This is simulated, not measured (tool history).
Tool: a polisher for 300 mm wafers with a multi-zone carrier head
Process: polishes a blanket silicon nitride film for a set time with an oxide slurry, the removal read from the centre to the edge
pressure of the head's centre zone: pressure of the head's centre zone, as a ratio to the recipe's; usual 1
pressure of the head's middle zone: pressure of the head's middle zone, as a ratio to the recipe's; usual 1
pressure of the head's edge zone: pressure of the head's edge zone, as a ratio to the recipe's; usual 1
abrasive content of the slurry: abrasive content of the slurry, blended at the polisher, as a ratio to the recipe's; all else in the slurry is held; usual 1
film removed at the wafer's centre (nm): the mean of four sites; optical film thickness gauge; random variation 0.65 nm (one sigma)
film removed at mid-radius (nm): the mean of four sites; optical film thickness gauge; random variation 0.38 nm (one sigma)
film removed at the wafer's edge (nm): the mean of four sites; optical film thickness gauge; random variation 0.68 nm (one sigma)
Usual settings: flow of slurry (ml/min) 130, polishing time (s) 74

run	hour	flow of slurry (ml/min)	pressure of the head's centre zone	pressure of the head's middle zone	pressure of the head's edge zone	abrasive content of the slurry	polishing time (s)	incoming thickness of the incoming film, nm	film removed at the wafer's centre (nm)	film removed at mid-radius (nm)	film removed at the wafer's edge (nm)
1	0	130	1	1	1	1	92	520.2	70.4	70.2	70.6
2	15.9	130	1	1.06	1	1	74	522.2	56.4	58.5	56.5
3	42.2	160	1	1	1	1	74	512	59	57.8	57.6
# hour 49.6: edge zone pressure recalibrated
# hour 61.1: slurry nozzle cleaned
4	72.2	130	1	1	1	1	85	524.6	65.3	63.9	62.7
5	93.9	90	1	1	1	0.9	74	523.1	48.7	48	48.5
6	118	160	1	1	1	1	74	515.8	59.6	57.1	56.8
7	144.2	130	0.9	1	1	1	74	514.6	50.8	54.4	54.7
8	161.4	130	1	1	1	1	74	520.2	55.6	54.4	53.8
9	183.5	130	1.1	1	1.06	0.9	96	512.9	74.9	65.7	67.2
10	202.7	130	1.11	0.94	1	1.2	52	512.3	46.8	39.7	41.2
# hour 220.8: worn pad replaced by a new one
11	221.3	90	0.96	1	1	1	74	518.6	50.4	51.2	51.8
12	245.9	130	0.88	1	1	1	74	517.5	50.9	56.5	56.3
13	261.7	130	1	1	1	1	74	517.9	59.2	56	57.2
14	281.7	120	1.06	1	1.06	0.8	74	528	52.5	49	49.3
15	299.9	95	1	1	1.1	1	74	514.7	52.5	51.7	53.7
# hour 316.7: slurry nozzle cleaned
16	321	130	0.95	1.07	1.08	1.25	74	517.8	60.4	65.8	62.9
17	337.8	130	1	1	1	1	74	521.1	58.8	55.1	54.9
18	352.9	130	1	1	1	1	74	518.8	56.9	54.8	55.4
19	381.9	130	1	1.04	1.12	1.2	74	524.6	63.3	61.2	62.2
20	399.7	160	1	0.91	0.94	1	74	531	59.1	52.5	53.5
# hour 417.9: worn pad replaced by a new one
21	423.1	130	1.07	1	1	0.85	74	519.2	57.4	50.6	49.7
22	454.4	155	1	1	1	1	74	521.7	63.1	57.6	58.2
23	488.4	130	1	1	1	1	74	528.1	59.8	56	56.4

Forecast each of these 3 alternatives for the next run:
A	488.8	130	1	1	1	1	74	526.8	?	?	?
B	488.8	130	1	1	0.88	1.2	60	526.8	?	?	?
C	488.8	170	1	1	1	1	64	526.8	?	?	?

run	film removed at the wafer's centre (nm)	film removed at mid-radius (nm)	film removed at the wafer's edge (nm)
A	59.3	56.1	55.2
B	52.5	49.7	46.9
C	54.2	51	49.5
Without the tool's hidden state the same runs would have given:
run	film removed at the wafer's centre (nm)	film removed at mid-radius (nm)	film removed at the wafer's edge (nm)
A	55.9	56.7	55.8
B	49.5	50.3	47.4
C	51.2	51.6	50

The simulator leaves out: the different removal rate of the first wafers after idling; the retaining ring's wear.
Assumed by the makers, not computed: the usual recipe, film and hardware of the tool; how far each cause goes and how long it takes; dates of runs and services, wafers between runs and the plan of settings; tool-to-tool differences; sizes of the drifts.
